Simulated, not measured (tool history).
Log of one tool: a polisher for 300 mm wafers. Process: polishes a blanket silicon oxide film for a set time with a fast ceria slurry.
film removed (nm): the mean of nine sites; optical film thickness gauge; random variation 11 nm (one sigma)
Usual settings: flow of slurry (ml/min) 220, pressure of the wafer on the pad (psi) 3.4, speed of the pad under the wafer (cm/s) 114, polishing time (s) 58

run     day  flow of slurry (ml/min)  pressure of the wafer on the pad (psi)  speed of the pad under the wafer (cm/s)  polishing time (s)  wafers since the last listed run  wafers polished on this pad  hours since the slurry nozzle was cleaned  hours since the head pressure was calibrated  incoming thickness of the incoming film, nm  film removed (nm)
  1       0                      220                                     3.4                                      114                  68                                 0                          381                                      126.3                                         167.2                                         3635             1382.6
      5.192  -- slurry nozzle cleaned
  2   8.579                      220                                     3.4                                      114                  68                              1756                         2138                                       81.3                                         373.1                                       3516.2             1262.4
      9.704  -- head pressure recalibrated
     11.262  -- worn pad replaced by a new one
  3  11.317                      220                                     3.4                                      114                  68                               511                           10                                        147                                          38.7                                       3555.1             1375.3
  4  14.296                      220                                     3.4                                      114                  72                               612                          623                                      218.5                                         110.2                                       3658.6             1400.3
     16.071  -- slurry nozzle cleaned
  5  17.204                      220                                     3.4                                      114                  72                               589                         1213                                       27.2                                           180                                       3514.5               1412
  6  18.738                      220                                     3.4                                      114                  72                               315                         1529                                         64                                         216.8                                       3607.1             1401.5
  7    20.4                      220                                     3.4                                      114                  58                               342                         1871                                      103.9                                         256.7                                       3553.8             1090.8
     21.404  -- worn pad replaced by a new one
  8  21.679                      220                                     3.4                                      122                  58                               228                           56                                      134.6                                         287.4                                       3586.3             1253.9
  9  28.233                      265                                     3.4                                      114                  58                              1348                         1405                                      291.9                                         444.7                                       3554.8               1041
     29.296  -- slurry nozzle cleaned
 10  30.892                      265                                     3.4                                      114                  58                               538                         1943                                       38.3                                         508.5                                       3576.7             1139.6
     31.896  -- head pressure recalibrated
     32.683  -- worn pad replaced by a new one
 11  33.567                      265                                     3.4                                      114                  58                               498                          181                                      102.5                                          40.1                                       3563.1             1232.5
 12  35.167                      220                                     3.8                                      114                  58                               329                          510                                      140.9                                          78.5                                       3587.5             1309.1
 13  37.812                      165                                     3.4                                      114                  58                               544                         1055                                      204.4                                           142                                       3592.9             1050.8
     40.062  -- slurry nozzle cleaned
 14  40.092                      220                                     3.4                                      114                  58                               460                         1515                                        0.7                                         196.7                                       3594.7               1139
 15  42.588                      275                                     3.4                                      146                  78                               513                         2029                                       60.6                                         256.6                                       3582.2             1956.4
     44.271  -- worn pad replaced by a new one
 16  44.696                      220                                     3.4                                      114                  58                               399                           87                                      111.2                                         307.2                                       3599.7             1177.7
 17  45.746                      240                                     3.4                                      114                  68                               216                          303                                      136.4                                         332.4                                       3528.1             1376.8
 18  47.517                      220                                     3.4                                      134                  49                               364                          667                                      178.9                                         374.9                                       3542.9             1112.4
     48.933  -- head pressure recalibrated
 19  50.217                      220                                     3.4                                      114                  58                               538                         1206                                      243.7                                          30.8                                       3536.4             1065.8
 20  52.367                      220                                     2.8                                      114                  63                               442                         1648                                      295.3                                          82.4                                         3552                890
     52.638  -- slurry nozzle cleaned
     54.575  -- worn pad replaced by a new one
 21    54.8                      185                                     3.8                                      102                  41                               457                           46                                       51.9                                         140.8                                       3617.3              828.5
 22  56.333                      220                                     3.4                                      114                  76                               315                          361                                       88.7                                         177.6                                       3558.9               1560
 23  58.183                      260                                     2.2                                       88                  58                               380                          742                                      133.1                                           222                                       3517.6              595.4

Forecast each of these 3 alternatives for the next run:
  A  58.2                      220                                     2.9                                      114                  58                                 3                          745                                      133.5                                         222.4                                       3623.8                  ?
  B  58.2                      280                                     3.8                                      104                  58                                 3                          745                                      133.5                                         222.4                                       3623.8                  ?
  C  58.2                      220                                     3.7                                       88                  58                                 3                          745                                      133.5                                         222.4                                       3623.8                  ?

run  film removed (nm)
  A                988
  B             1220.8
  C              978.6
Without the tool's hidden state the same runs would have given:
run  film removed (nm)
  A             1022.4
  B             1259.4
  C             1012.7
